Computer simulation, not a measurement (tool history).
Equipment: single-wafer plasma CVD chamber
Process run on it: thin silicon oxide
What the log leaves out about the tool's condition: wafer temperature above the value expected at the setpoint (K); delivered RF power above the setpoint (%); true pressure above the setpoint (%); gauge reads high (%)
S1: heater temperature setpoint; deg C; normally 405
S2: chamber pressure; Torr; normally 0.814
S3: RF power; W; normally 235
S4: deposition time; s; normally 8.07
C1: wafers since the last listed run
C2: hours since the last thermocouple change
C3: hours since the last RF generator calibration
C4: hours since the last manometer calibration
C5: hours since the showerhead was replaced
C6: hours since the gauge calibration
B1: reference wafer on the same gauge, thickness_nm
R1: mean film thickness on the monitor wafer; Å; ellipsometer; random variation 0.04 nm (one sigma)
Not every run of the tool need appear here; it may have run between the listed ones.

Run 1, hour 0.0: usual settings but S1 413 deg C; C1 0; C2 115.1; C3 189.2; C4 1276.0; C5 8150.1; C6 2207.2; B1 11.600. Result: R1 118.52 Å.
Run 2, hour 47.5: usual settings but S1 413 deg C; C1 1330; C2 162.6; C3 236.7; C4 1323.5; C5 8197.6; C6 2254.7; B1 11.594. Result: R1 119.62 Å.
At hour 116.9: showerhead replaced.
Run 3, hour 117.4: usual settings but S1 413 deg C; C1 1733; C2 232.5; C3 306.6; C4 1393.4; C5 0.5; C6 2324.6; B1 11.601. Result: R1 119.89 Å.
Run 4, hour 161.4: usual settings; C1 1232; C2 276.5; C3 350.6; C4 1437.4; C5 44.5; C6 2368.6; B1 11.604. Result: R1 119.90 Å.
Run 5, hour 225.2: usual settings but S1 393 deg C, S2 0.875 Torr, S3 280 W, S4 8.97 s; C1 1786; C2 340.3; C3 414.4; C4 1501.2; C5 108.3; C6 2432.4; B1 11.596. Result: R1 153.08 Å.
Run 6, hour 274.8: usual settings but S1 411 deg C, S2 0.746 Torr, S3 195 W; C1 1388; C2 389.9; C3 464.0; C4 1550.8; C5 157.9; C6 2482.0; B1 11.596. Result: R1 101.45 Å.
Run 7, hour 341.2: usual settings; C1 1859; C2 456.3; C3 530.4; C4 1617.2; C5 224.3; C6 2548.4; B1 11.593. Result: R1 119.10 Å.
At hour 391.6: gauge calibrated.
Run 8, hour 397.7: usual settings but S1 392 deg C, S2 0.906 Torr, S3 200 W; C1 1582; C2 512.8; C3 586.9; C4 1673.7; C5 280.8; C6 6.1; B1 11.597. Result: R1 124.76 Å.
Run 9, hour 460.4: usual settings but S1 397 deg C, S4 8.85 s; C1 1755; C2 575.5; C3 649.6; C4 1736.4; C5 343.5; C6 68.8; B1 11.592. Result: R1 130.87 Å.
Run 10, hour 512.7: usual settings; C1 1464; C2 627.8; C3 701.9; C4 1788.7; C5 395.8; C6 121.1; B1 11.613. Result: R1 119.66 Å.
Run 11, hour 554.7: usual settings but S2 0.927 Torr; C1 1176; C2 669.8; C3 743.9; C4 1830.7; C5 437.8; C6 163.1; B1 11.606. Result: R1 133.07 Å.
Run 12, hour 618.1: usual settings but S2 0.881 Torr, S4 9.55 s; C1 1775; C2 733.2; C3 807.3; C4 1894.1; C5 501.2; C6 226.5; B1 11.598. Result: R1 152.57 Å.
Run 13, hour 649.2: usual settings but S2 0.701 Torr, S3 225 W, S4 7.40 s; C1 870; C2 764.3; C3 838.4; C4 1925.2; C5 532.3; C6 257.6; B1 11.600. Result: R1 92.68 Å.
Run 14, hour 712.0: usual settings but S4 6.55 s; C1 1758; C2 827.1; C3 901.2; C4 1988.0; C5 595.1; C6 320.4; B1 11.603. Result: R1 96.93 Å.
Run 15, hour 775.5: usual settings but S3 265 W, S4 9.11 s; C1 1778; C2 890.6; C3 964.7; C4 2051.5; C5 658.6; C6 383.9; B1 11.603. Result: R1 140.96 Å.
Run 16, hour 836.9: usual settings; C1 1719; C2 952.0; C3 1026.1; C4 2112.9; C5 720.0; C6 445.3; B1 11.604. Result: R1 119.00 Å.
Run 17, hour 883.3: usual settings but S1 409 deg C, S2 0.984 Torr, S3 265 W, S4 7.05 s; C1 1299; C2 998.4; C3 1072.5; C4 2159.3; C5 766.4; C6 491.7; B1 11.591. Result: R1 128.17 Å.
Run 18, hour 935.3: usual settings but S4 7.52 s; C1 1456; C2 1050.4; C3 1124.5; C4 2211.3; C5 818.4; C6 543.7; B1 11.595. Result: R1 111.10 Å.
At hour 954.0: capacitance manometer re-zeroed and calibrated.
Run 19, hour 994.2: usual settings but S2 0.611 Torr, S3 210 W, S4 6.89 s; C1 1425; C2 1109.3; C3 1183.4; C4 40.2; C5 877.3; C6 602.6; B1 11.613. Result: R1 75.61 Å.
Run 20, hour 1020.0: usual settings but S2 0.632 Torr, S3 260 W; C1 722; C2 1135.1; C3 1209.2; C4 66.0; C5 903.1; C6 628.4; B1 11.603. Result: R1 99.99 Å.
Run 21, hour 1075.7: usual settings but S3 200 W; C1 1559; C2 1190.8; C3 1264.9; C4 121.7; C5 958.8; C6 684.1; B1 11.605. Result: R1 116.25 Å.
Run 22, hour 1145.5: usual settings but S2 0.732 Torr, S4 7.23 s; C1 1954; C2 1260.6; C3 1334.7; C4 191.5; C5 1028.6; C6 753.9; B1 11.596. Result: R1 99.29 Å.
Run 23, hour 1170.3: usual settings but S1 411 deg C; C1 694; C2 1285.4; C3 1359.5; C4 216.3; C5 1053.4; C6 778.7; B1 11.592. Result: R1 122.43 Å.
Run 24, hour 1197.3: usual settings; C1 756; C2 1312.4; C3 1386.5; C4 243.3; C5 1080.4; C6 805.7; B1 11.605. Result: R1 122.93 Å.
Run 25, hour 1266.7: usual settings but S2 0.939 Torr; C1 1943; C2 1381.8; C3 1455.9; C4 312.7; C5 1149.8; C6 875.1; B1 11.598. Result: R1 137.88 Å.
Run 26, hour 1311.7: usual settings but S3 265 W; C1 1260; C2 1426.8; C3 1500.9; C4 357.7; C5 1194.8; C6 920.1; B1 11.589. Result: R1 128.25 Å.
Run 27, hour 1371.6: usual settings; C1 1677; C2 1486.7; C3 1560.8; C4 417.6; C5 1254.7; C6 980.0; B1 11.603. Result: R1 122.25 Å.
Run 28, hour 1432.9: usual settings; C1 1716; C2 1548.0; C3 1622.1; C4 478.9; C5 1316.0; C6 1041.3; B1 11.618. Result: R1 121.07 Å.

Consider 5 possible next runs. They are alternatives, not a sequence: every one starts from the tool as it was left by run 28. What does each give?
Run A, hour 1433.3: usual settings; C1 11; C2 1548.4; C3 1622.5; C4 479.3; C5 1316.4; C6 1041.7; B1 ?. Result: R1 ?.
Run B, hour 1433.3: usual settings but S2 0.970 Torr, S4 9.01 s; C1 11; C2 1548.4; C3 1622.5; C4 479.3; C5 1316.4; C6 1041.7; B1 ?. Result: R1 ?.
Run C, hour 1433.3: usual settings but S1 413 deg C, S4 8.79 s; C1 11; C2 1548.4; C3 1622.5; C4 479.3; C5 1316.4; C6 1041.7; B1 ?. Result: R1 ?.
Run D, hour 1433.3: usual settings but S3 205 W, S4 8.62 s; C1 11; C2 1548.4; C3 1622.5; C4 479.3; C5 1316.4; C6 1041.7; B1 ?. Result: R1 ?.
Run E, hour 1433.3: usual settings but S3 205 W, S4 8.77 s; C1 11; C2 1548.4; C3 1622.5; C4 479.3; C5 1316.4; C6 1041.7; B1 ?. Result: R1 ?.

run      B1      R1
  A  11.603  121.92
  B  11.603  158.08
  C  11.603  132.17
  D  11.603  123.59
  E  11.603  125.74
The same runs, with their run-to-run variation unchanged, on a tool lacking any hidden condition would have given:
run      R1
  A  123.63
  B  160.05
  C  134.02
  D  125.32
  E  127.50
